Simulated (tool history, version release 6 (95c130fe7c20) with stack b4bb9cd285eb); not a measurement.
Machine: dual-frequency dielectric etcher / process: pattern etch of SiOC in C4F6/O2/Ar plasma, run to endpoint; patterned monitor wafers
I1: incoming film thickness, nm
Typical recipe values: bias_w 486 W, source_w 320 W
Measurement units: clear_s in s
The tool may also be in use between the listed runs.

Run 1, hour 0.0: usual settings but bias_w 529 W, source_w 270 W; I1 30.26. Result: clear_s 11.7 s.
Run 2, hour 56.5: usual settings; I1 29.84. Result: clear_s 11.3 s.
Run 3, hour 101.0: usual settings; I1 29.92. Result: clear_s 11.5 s.
Run 4, hour 175.1: usual settings; I1 29.66. Result: clear_s 11.5 s.
Run 5, hour 245.2: usual settings; I1 29.98. Result: clear_s 11.7 s.
At hour 321.2: bias power generator calibrated.
Run 6, hour 342.4: usual settings but source_w 340 W; I1 29.69. Result: clear_s 11.6 s.
At hour 421.6: wet clean of the chamber.
Run 7, hour 422.1: usual settings but source_w 340 W; I1 29.82. Result: clear_s 11.0 s.
Run 8, hour 468.5: usual settings; I1 30.04. Result: clear_s 11.5 s.
Run 9, hour 548.6: usual settings but bias_w 593 W; I1 30.17. Result: clear_s 10.8 s.

Run 10, settings as shown, results not yet in. Your forecast:
At hour 569.8: source power generator calibrated.
Run 10, hour 611.9: usual settings but bias_w 387 W; I1 29.98. Result: clear_s ?.

{"run 10": {"clear_s": 12.1}}
Had the tool carried no hidden state, the very same run would have given clear_s 11.9 s.
